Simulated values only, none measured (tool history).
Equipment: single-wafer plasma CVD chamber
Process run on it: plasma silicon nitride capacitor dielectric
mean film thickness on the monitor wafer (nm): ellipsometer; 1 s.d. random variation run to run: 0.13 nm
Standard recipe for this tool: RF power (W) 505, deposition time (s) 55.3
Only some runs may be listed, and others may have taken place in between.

run,hour,RF power (W),deposition time (s),"read-back reference wafer on the same gauge, thickness_nm",mean film thickness on the monitor wafer (nm)
1,0.0,505,47.8,92.930,73.603
2,19.7,505,47.8,92.883,73.770
3,48.6,505,62.0,92.879,95.415
4,67.5,440,55.3,92.916,81.900
5,87.3,505,55.3,92.891,84.907
6,117.3,505,55.3,92.978,85.090
# hour 130.4: RF generator calibrated
7,136.8,475,55.3,92.902,85.992
8,153.6,505,49.1,92.899,77.438
# hour 158.3: gauge calibrated
9,173.5,505,55.3,92.909,87.290
# hour 192.0: showerhead replaced, of another model than before
10,206.6,540,62.3,92.905,100.643
11,278.0,455,64.7,92.854,98.120
12,311.8,505,55.3,92.912,87.110
13,342.0,505,51.9,92.914,81.555
14,354.9,505,58.9,92.924,92.321

How would selected steps in mean film thickness on the monitor wafer (nm) from run to run divide? Give the signed amount a tool lacking its hidden state would still show from settings, what came in and random variation, and the signed amount left for the hidden state, including any gauge scatter that is not in both of the compared results.
Unlogged tool condition in this case: delivered RF power above the setpoint (%); gauge reads high (%).
Run 2 -> 3: deposition time (s) 47.8 -> 62.0. mean film thickness on the monitor wafer (nm) +21.645: hidden state -0.650, all else +22.295.
Run 6 -> 7: RF power (W) 505 -> 475, RF generator calibrated. mean film thickness on the monitor wafer (nm) +0.902: hidden state +2.340, all else -1.438.
